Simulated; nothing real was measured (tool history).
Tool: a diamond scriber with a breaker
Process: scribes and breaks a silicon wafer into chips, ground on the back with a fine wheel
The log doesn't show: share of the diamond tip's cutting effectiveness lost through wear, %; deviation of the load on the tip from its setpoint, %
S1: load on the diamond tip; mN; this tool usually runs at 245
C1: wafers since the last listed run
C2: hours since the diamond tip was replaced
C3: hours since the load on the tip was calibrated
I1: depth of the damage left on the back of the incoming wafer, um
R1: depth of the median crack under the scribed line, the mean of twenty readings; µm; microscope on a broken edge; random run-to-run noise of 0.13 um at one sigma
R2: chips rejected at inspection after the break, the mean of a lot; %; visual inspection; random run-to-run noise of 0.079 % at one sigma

run,hour,S1,C1,C2,C3,I1,R1,R2
1,0,272,0,47.2,962.4,2.18,14.22,3.39
2,14.3,272,29,61.5,976.7,1.54,14.3,3.21
3,30.4,205,32,77.6,992.8,2.05,10.23,9.3
4,60.4,205,61,107.6,1022.8,2.88,10.2,9.69
5,84.3,199,48,131.5,1046.7,2.92,9.78,12.25
6,97.8,199,27,145,1060.2,2.48,9.85,12.55
7,114.1,199,33,161.3,1076.5,2.38,9.77,11.88
# hour 157.7: diamond tip replaced by a new one
8,196.2,245,163,38.5,1158.6,2.32,12.68,1.38
9,215.8,245,40,58.1,1178.2,2.14,12.85,1.37
10,245.9,245,61,88.2,1208.3,1.57,12.68,1.13
11,269.7,263,48,112,1232.1,1.97,13.72,2.41
12,289.8,263,41,132.1,1252.2,1.67,13.53,1.93
13,344.5,263,111,186.8,1306.9,2.42,13.74,2.29
# hour 380.1: diamond tip replaced by a new one
14,447.9,245,207,67.8,1410.3,2.13,12.53,1.19
15,463.7,245,32,83.6,1426.1,1.78,12.74,1.1
16,488.9,219,51,108.8,1451.3,1.84,11.14,4.18
# hour 540.9: load on the tip recalibrated
17,578.1,245,178,198,37.2,1.98,12.52,1.26
# hour 597.6: diamond tip replaced by a new one
18,598,245,36,0.4,57.1,2.17,12.63,1.39
19,614.2,245,33,16.6,73.3,1.52,12.67,1.05
20,628.3,245,28,30.7,87.4,1.66,12.75,1.04
21,660.8,245,66,63.2,119.9,2.46,12.72,1.43
22,683.1,226,45,85.5,142.2,1.88,11.6,2.65
23,714.7,216,64,117.1,173.8,2.45,10.93,5.85
24,750.4,285,72,152.8,209.5,1.52,14.84,5.36
25,772.7,245,45,175.1,231.8,2.32,12.6,1.59
26,792.4,278,40,194.8,251.5,1.97,14.61,4.01
# hour 824: diamond tip replaced by a new one
27,825.9,317,64,1.9,285,2.6,16.38,12.11
28,865,201,79,41,324.1,2.5,10.19,11.88
29,882.7,191,36,58.7,341.8,2.38,9.29,17.64
30,907.4,183,50,83.4,366.5,2.07,8.5,22.73
31,939.7,209,66,115.7,398.8,1.84,10.47,6.89
32,971.1,222,64,147.1,430.2,2.48,11.27,3.41
33,985.5,202,29,161.5,444.6,2.87,10.02,10.71
34,998.1,245,25,174.1,457.2,2.95,12.61,2.04
35,1033.5,301,72,209.5,492.6,2.24,15.76,8.38
36,1055.6,276,45,231.6,514.7,2.2,14.45,3.95
37,1068.3,245,25,244.3,527.4,1.82,12.53,1.07
# hour 1076.9: diamond tip replaced by a new one
38,1142.3,245,147,65.4,601.4,2.39,12.84,1.45
39,1161,205,38,84.1,620.1,2.93,10.26,10.07
40,1186.2,173,51,109.3,645.3,1.92,8.05,31.12
41,1204.2,192,36,127.3,663.3,2.74,9.41,17.06

Consider 4 possible next runs. They are alternatives, not a sequence: every one starts from the tool as it was left by run 41. What does each give?
A,1204.9,268,1,128,664,1.52,?,?
B,1204.9,195,1,128,664,1.52,?,?
C,1204.9,306,1,128,664,1.52,?,?
D,1204.9,303,1,128,664,1.52,?,?

run,R1,R2
A,14.14,2.72
B,9.64,14.23
C,16.21,10.09
D,16.05,9.38
Had the tool no hidden state, the same runs would have come out as:
run,R1,R2
A,14.14,2.72
B,9.64,14.23
C,16.21,10.09
D,16.05,9.38
